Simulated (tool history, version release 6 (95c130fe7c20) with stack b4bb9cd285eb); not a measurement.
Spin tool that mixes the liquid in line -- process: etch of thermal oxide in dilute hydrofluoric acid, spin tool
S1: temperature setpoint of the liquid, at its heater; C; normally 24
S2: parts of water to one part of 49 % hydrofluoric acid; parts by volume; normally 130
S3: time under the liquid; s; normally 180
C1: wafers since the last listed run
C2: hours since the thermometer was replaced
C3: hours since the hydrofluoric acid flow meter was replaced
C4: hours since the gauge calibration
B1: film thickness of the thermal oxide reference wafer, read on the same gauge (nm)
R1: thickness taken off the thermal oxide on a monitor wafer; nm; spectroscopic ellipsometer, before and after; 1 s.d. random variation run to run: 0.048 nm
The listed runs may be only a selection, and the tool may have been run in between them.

run 1 hour=0 | S1=24 S2=130 S3=180 | C1=0 C2=593.4 C3=1661.5 C4=114.5 | B1=130 | R1=6.84
run 2 hour=33.1 | S1=24 S2=130 S3=180 | C1=157 C2=626.5 C3=1694.6 C4=147.6 | B1=130.01 | R1=7
run 3 hour=63.4 | S1=24 S2=130 S3=180 | C1=143 C2=656.8 C3=1724.9 C4=177.9 | B1=129.98 | R1=7.02
run 4 hour=88.5 | S1=20.5 S2=130 S3=180 | C1=119 C2=681.9 C3=1750 C4=203 | B1=129.98 | R1=6.15
run 5 hour=150.7 | S1=20.5 S2=130 S3=180 | C1=295 C2=744.1 C3=1812.2 C4=265.2 | B1=130 | R1=6.16
run 6 hour=174.9 | S1=24 S2=130 S3=225 | C1=114 C2=768.3 C3=1836.4 C4=289.4 | B1=129.99 | R1=8.79
run 7 hour=233.9 | S1=24 S2=130 S3=225 | C1=280 C2=827.3 C3=1895.4 C4=348.4 | B1=129.99 | R1=9.06
run 8 hour=261.3 | S1=28.5 S2=185 S3=265 | C1=130 C2=854.7 C3=1922.8 C4=375.8 | B1=130.01 | R1=8.2
run 9 hour=330.8 | S1=19 S2=195 S3=260 | C1=329 C2=924.2 C3=1992.3 C4=445.3 | B1=130 | R1=5.27
run 10 hour=383.6 | S1=27.5 S2=190 S3=265 | C1=250 C2=977 C3=2045.1 C4=498.1 | B1=130.02 | R1=7.71
-- hour=390.1 thermometer replaced
run 11 hour=454.3 | S1=24 S2=130 S3=225 | C1=330 C2=64.2 C3=2115.8 C4=568.8 | B1=130.02 | R1=8.31
-- hour=458.7 gauge calibrated
run 12 hour=484.1 | S1=24 S2=130 S3=180 | C1=141 C2=94 C3=2145.6 C4=25.4 | B1=130 | R1=6.71
-- hour=492.5 hydrofluoric acid flow meter replaced
run 13 hour=551.6 | S1=22.5 S2=100 S3=150 | C1=315 C2=161.5 C3=59.1 C4=92.9 | B1=130.01 | R1=6.45
run 14 hour=609.8 | S1=27 S2=95 S3=240 | C1=276 C2=219.7 C3=117.3 C4=151.1 | B1=129.99 | R1=13.3
run 15 hour=676 | S1=20 S2=130 S3=180 | C1=314 C2=285.9 C3=183.5 C4=217.3 | B1=130.01 | R1=5.35

Branching from run 15: 3 alternative next runs. What would each branch give?
run A hour=676.5 | S1=24 S2=130 S3=180 | C1=2 C2=286.4 C3=184 C4=217.8 | B1=? | R1=?
run B hour=676.5 | S1=22.5 S2=70 S3=120 | C1=2 C2=286.4 C3=184 C4=217.8 | B1=? | R1=?
run C hour=676.5 | S1=24 S2=155 S3=285 | C1=2 C2=286.4 C3=184 C4=217.8 | B1=? | R1=?

run=A B1=129.99 R1=6.33
run=B B1=129.99 R1=7.94
run=C B1=129.99 R1=8.16
What these runs would have given with no unlogged condition in the tool:
run=A R1=5.93
run=B R1=7.43
run=C R1=7.65
